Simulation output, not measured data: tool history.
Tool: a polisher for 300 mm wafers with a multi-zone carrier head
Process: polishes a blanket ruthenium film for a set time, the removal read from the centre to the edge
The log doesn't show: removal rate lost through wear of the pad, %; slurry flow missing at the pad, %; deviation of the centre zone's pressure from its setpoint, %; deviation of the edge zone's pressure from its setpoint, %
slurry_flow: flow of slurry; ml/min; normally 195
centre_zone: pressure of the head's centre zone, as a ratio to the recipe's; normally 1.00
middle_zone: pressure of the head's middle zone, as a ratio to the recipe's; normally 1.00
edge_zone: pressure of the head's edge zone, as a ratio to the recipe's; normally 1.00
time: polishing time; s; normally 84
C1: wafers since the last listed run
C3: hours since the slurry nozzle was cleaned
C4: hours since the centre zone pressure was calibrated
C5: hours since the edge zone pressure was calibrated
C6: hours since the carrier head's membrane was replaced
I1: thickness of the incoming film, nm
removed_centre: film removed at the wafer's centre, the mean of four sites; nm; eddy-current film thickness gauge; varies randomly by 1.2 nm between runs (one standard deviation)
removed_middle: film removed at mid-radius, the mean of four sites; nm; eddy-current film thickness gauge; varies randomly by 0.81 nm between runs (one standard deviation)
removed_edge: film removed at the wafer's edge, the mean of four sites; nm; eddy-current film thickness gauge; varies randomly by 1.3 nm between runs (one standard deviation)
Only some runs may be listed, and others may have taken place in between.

Run 1, day 0.000: usual settings; C1 0; wafers polished on this pad 500; C3 471.9; C4 438.8; C5 503.8; C6 1916.9; I1 259.2. Result: removed_centre 88.0 nm, removed_middle 83.1 nm, removed_edge 83.6 nm.
Run 2, day 0.450: usual settings but middle_zone 1.04; C1 61; wafers polished on this pad 561; C3 482.7; C4 449.6; C5 514.6; C6 1927.7; I1 263.1. Result: removed_centre 87.8 nm, removed_middle 86.1 nm, removed_edge 86.9 nm.
Run 3, day 0.829: usual settings but middle_zone 1.04; C1 51; wafers polished on this pad 613; C3 491.8; C4 458.7; C5 523.7; C6 1936.8; I1 256.7. Result: removed_centre 88.4 nm, removed_middle 85.1 nm, removed_edge 84.5 nm.
Run 4, day 1.450: usual settings; C1 84; wafers polished on this pad 697; C3 506.7; C4 473.6; C5 538.6; C6 1951.7; I1 259.2. Result: removed_centre 85.0 nm, removed_middle 82.9 nm, removed_edge 82.3 nm.
Run 5, day 1.754: usual settings; C1 41; wafers polished on this pad 738; C3 514.0; C4 480.9; C5 545.9; C6 1959.0; I1 255.1. Result: removed_centre 85.2 nm, removed_middle 81.7 nm, removed_edge 82.3 nm.
Run 6, day 2.054: usual settings; C1 40; wafers polished on this pad 779; C3 521.2; C4 488.1; C5 553.1; C6 1966.2; I1 259.2. Result: removed_centre 85.7 nm, removed_middle 82.0 nm, removed_edge 83.3 nm.
At day 2.671: carrier head's membrane replaced by a new one.
Run 7, day 2.712: usual settings but edge_zone 1.05; C1 61; wafers polished on this pad 840; C3 537.0; C4 503.9; C5 568.9; C6 1.0; I1 259.4. Result: removed_centre 84.6 nm, removed_middle 81.3 nm, removed_edge 82.3 nm.
At day 3.296: worn pad replaced by a new one, of another model than before.
Run 8, day 3.317: usual settings but edge_zone 1.05; C1 59; wafers polished on this pad 3; C3 551.5; C4 518.4; C5 583.4; C6 15.5; I1 259.9. Result: removed_centre 87.3 nm, removed_middle 87.4 nm, removed_edge 87.1 nm.
Run 9, day 3.500: usual settings but edge_zone 1.05; C1 24; wafers polished on this pad 27; C3 555.9; C4 522.8; C5 587.8; C6 19.9; I1 259.0. Result: removed_centre 88.3 nm, removed_middle 86.8 nm, removed_edge 90.2 nm.
Run 10, day 4.225: usual settings; C1 98; wafers polished on this pad 126; C3 573.3; C4 540.2; C5 605.2; C6 37.3; I1 258.0. Result: removed_centre 91.4 nm, removed_middle 87.4 nm, removed_edge 87.2 nm.
Run 11, day 4.479: usual settings but slurry_flow 130 ml/min, edge_zone 1.04, time 58 s; C1 34; wafers polished on this pad 160; C3 579.4; C4 546.3; C5 611.3; C6 43.4; I1 258.5. Result: removed_centre 55.3 nm, removed_middle 54.6 nm, removed_edge 57.7 nm.
Run 12, day 4.858: usual settings but middle_zone 1.08, edge_zone 1.10, time 97 s; C1 51; wafers polished on this pad 212; C3 588.5; C4 555.4; C5 620.4; C6 52.5; I1 257.7. Result: removed_centre 102.3 nm, removed_middle 105.4 nm, removed_edge 103.2 nm.
At day 5.262: centre zone pressure recalibrated.
Run 13, day 5.350: usual settings but slurry_flow 245 ml/min, centre_zone 0.88, middle_zone 0.95; C1 55; wafers polished on this pad 267; C3 600.3; C4 2.1; C5 632.2; C6 64.3; I1 261.1. Result: removed_centre 80.4 nm, removed_middle 84.9 nm, removed_edge 89.4 nm.
Run 14, day 5.942: usual settings but middle_zone 1.09; C1 80; wafers polished on this pad 347; C3 614.5; C4 16.3; C5 646.4; C6 78.5; I1 259.9. Result: removed_centre 89.7 nm, removed_middle 92.0 nm, removed_edge 86.3 nm.
At day 6.471: slurry nozzle cleaned.
At day 6.496: edge zone pressure recalibrated.
Run 15, day 6.629: usual settings but middle_zone 0.95, edge_zone 0.91, time 104 s; C1 84; wafers polished on this pad 431; C3 3.8; C4 32.8; C5 3.2; C6 95.0; I1 258.3. Result: removed_centre 109.6 nm, removed_middle 100.5 nm, removed_edge 103.7 nm.
Run 16, day 6.942: usual settings; C1 42; wafers polished on this pad 474; C3 11.3; C4 40.3; C5 10.7; C6 102.5; I1 263.5. Result: removed_centre 86.9 nm, removed_middle 84.3 nm, removed_edge 84.2 nm.
Run 17, day 7.267: usual settings; C1 44; wafers polished on this pad 518; C3 19.1; C4 48.1; C5 18.5; C6 110.3; I1 260.0. Result: removed_centre 87.4 nm, removed_middle 84.5 nm, removed_edge 84.3 nm.
Run 18, day 7.896: usual settings but edge_zone 1.08; C1 85; wafers polished on this pad 603; C3 34.2; C4 63.2; C5 33.6; C6 125.4; I1 259.8. Result: removed_centre 87.0 nm, removed_middle 84.1 nm, removed_edge 85.9 nm.
Run 19, day 8.333: usual settings but slurry_flow 165 ml/min; C1 59; wafers polished on this pad 662; C3 44.7; C4 73.7; C5 44.1; C6 135.9; I1 261.6. Result: removed_centre 82.3 nm, removed_middle 81.0 nm, removed_edge 82.8 nm.
Run 20, day 8.625: usual settings but centre_zone 0.90, middle_zone 1.03, edge_zone 0.90, time 106 s; C1 39; wafers polished on this pad 702; C3 51.7; C4 80.7; C5 51.1; C6 142.9; I1 258.6. Result: removed_centre 97.2 nm, removed_middle 107.9 nm, removed_edge 103.1 nm.

Below are 3 alternative next runs, each starting from the tool's condition after run 20. Predict each:
Run A, day 8.646: usual settings but slurry_flow 155 ml/min; C1 2; wafers polished on this pad 705; C3 52.2; C4 81.2; C5 51.6; C6 143.4; I1 262.4. Result: removed_centre ?, removed_middle ?, removed_edge ?.
Run B, day 8.646: usual settings but slurry_flow 240 ml/min; C1 2; wafers polished on this pad 705; C3 52.2; C4 81.2; C5 51.6; C6 143.4; I1 262.4. Result: removed_centre ?, removed_middle ?, removed_edge ?.
Run C, day 8.646: usual settings but slurry_flow 170 ml/min, edge_zone 0.89; C1 2; wafers polished on this pad 705; C3 52.2; C4 81.2; C5 51.6; C6 143.4; I1 262.4. Result: removed_centre ?, removed_middle ?, removed_edge ?.

run  removed_centre  removed_middle  removed_edge
  A            81.0            79.2          78.8
  B            88.1            85.4          83.2
  C            82.8            80.8          76.7
Had the tool no hidden state, the same runs would have come out as:
run  removed_centre  removed_middle  removed_edge
  A            84.9            82.9          82.5
  B            92.2            89.4          87.1
  C            86.7            84.6          80.3
